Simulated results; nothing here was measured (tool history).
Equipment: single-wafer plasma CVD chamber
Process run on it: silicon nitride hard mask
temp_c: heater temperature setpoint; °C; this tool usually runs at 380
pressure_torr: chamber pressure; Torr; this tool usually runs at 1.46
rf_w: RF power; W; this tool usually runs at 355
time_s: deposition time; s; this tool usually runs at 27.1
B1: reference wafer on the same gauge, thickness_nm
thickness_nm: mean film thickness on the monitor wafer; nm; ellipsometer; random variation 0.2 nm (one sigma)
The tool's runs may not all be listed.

Run 1, hour 0: usual settings but temp_c 373 °C, time_s 29.4 s; B1 32.33. Result: thickness_nm 38.474 nm.
Run 2, hour 76: usual settings but temp_c 373 °C, time_s 29.4 s; B1 32.28. Result: thickness_nm 38.353 nm.
Run 3, hour 156: usual settings but temp_c 373 °C, time_s 29.4 s; B1 32.371. Result: thickness_nm 37.871 nm.
Run 4, hour 224.9: usual settings but rf_w 340 W, time_s 29.4 s; B1 32.303. Result: thickness_nm 36.966 nm.
Run 5, hour 302.1: usual settings but rf_w 340 W, time_s 29.4 s; B1 32.275. Result: thickness_nm 36.776 nm.
Run 6, hour 484.2: usual settings; B1 32.279. Result: thickness_nm 35.189 nm.
Run 7, hour 621.1: usual settings; B1 32.301. Result: thickness_nm 35.249 nm.
At hour 662.2: RF generator calibrated.
At hour 668.4: showerhead replaced.
Run 8, hour 681.2: usual settings; B1 32.309. Result: thickness_nm 35.254 nm.
Run 9, hour 744.4: usual settings; B1 32.283. Result: thickness_nm 35.198 nm.
Run 10, hour 809.9: usual settings but temp_c 370 °C, time_s 23.2 s; B1 32.341. Result: thickness_nm 30.201 nm.
Run 11, hour 875.6: usual settings but pressure_torr 1.54 Torr; B1 32.299. Result: thickness_nm 35.212 nm.
Run 12, hour 936.1: usual settings but pressure_torr 1.54 Torr; B1 32.266. Result: thickness_nm 35.804 nm.
Run 13, hour 994.4: usual settings but pressure_torr 1.54 Torr; B1 32.335. Result: thickness_nm 35.671 nm.
Run 14, hour 1035.3: usual settings; B1 32.331. Result: thickness_nm 35.054 nm.
Run 15, hour 1141.2: usual settings but pressure_torr 1.74 Torr, time_s 28.7 s; B1 32.311. Result: thickness_nm 38.863 nm.

Run 16 has not been measured yet. What should we expect?
Run 16, hour 1185.5: usual settings but temp_c 387 °C, pressure_torr 1.24 Torr; B1 ?. Result: thickness_nm ?.

B1: 32.286
thickness_nm: 33.692 nm
The same run, on a tool lacking any hidden state, would have yielded thickness_nm 33.692 nm.
